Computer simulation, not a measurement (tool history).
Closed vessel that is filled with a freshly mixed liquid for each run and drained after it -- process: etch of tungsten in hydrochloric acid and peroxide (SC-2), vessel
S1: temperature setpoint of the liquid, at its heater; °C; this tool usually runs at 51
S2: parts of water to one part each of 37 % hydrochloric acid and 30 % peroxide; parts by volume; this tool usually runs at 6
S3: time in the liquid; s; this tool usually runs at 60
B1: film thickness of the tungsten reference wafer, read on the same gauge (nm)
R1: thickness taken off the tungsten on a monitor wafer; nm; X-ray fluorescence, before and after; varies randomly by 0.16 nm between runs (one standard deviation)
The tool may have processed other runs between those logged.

run     day    S1  S2  S3      B1     R1
  1       0    51   6  60     100   19.5
  2    0.45    51   6  60   99.96  19.29
  3   1.112    51   6  60   99.99  19.39
  4   1.375    51   6  60  100.01  19.46
  5   1.946    51   6  75     100  24.29
  6   2.292    51   6  75  100.03  24.33
  7   2.929    51   6  75  100.04  24.15
  8   3.508    51   6  60  100.01  19.43
  9   4.125    51   6  60   99.97  19.53
      4.192  -- gauge calibrated
      4.771  -- new drum of peroxide connected
 10   4.792    51   6  60  100.01  19.55
      5.762  -- chemicals flow meter replaced
 11   5.912    51   6  60  100.03  19.32
 12   6.188  56.5   7  60   99.99     25
 13   6.496    51   6  60  100.03  19.37
       6.95  -- thermometer replaced
 14   6.971    51   6  70   99.99  22.74
 15   7.692    51   6  90  100.01  29.25
 16   8.396    51   6  75   99.99  24.01
 17   9.083  42.5   6  75     100  13.55
 18   9.733  53.5   6  90  100.01  34.28
 19  10.467    51   4  30  100.02  13.16
 20  10.792  43.5   7  35  100.02   6.09
 21  11.238    51   6  60  100.03  19.73
 22  11.508    51   6  60   99.97  19.43

5 ways to go on from here, each from the tool as it stands after run 22. What would each give?
  A  11.538  56.5    6  60   ?   ?
  B  11.538    51    4  60   ?   ?
  C  11.538    51    6  95   ?   ?
  D  11.538    51    6  30   ?   ?
  E  11.538  41.5  7.5  70   ?   ?

run   B1     R1
  A  100  27.96
  B  100  26.05
  C  100  30.94
  D  100   9.77
  E  100  10.04
Take away the tool's hidden state, keep each run's random variation, and the runs would have read:
run     R1
  A  27.96
  B  26.05
  C  30.94
  D   9.77
  E  10.04

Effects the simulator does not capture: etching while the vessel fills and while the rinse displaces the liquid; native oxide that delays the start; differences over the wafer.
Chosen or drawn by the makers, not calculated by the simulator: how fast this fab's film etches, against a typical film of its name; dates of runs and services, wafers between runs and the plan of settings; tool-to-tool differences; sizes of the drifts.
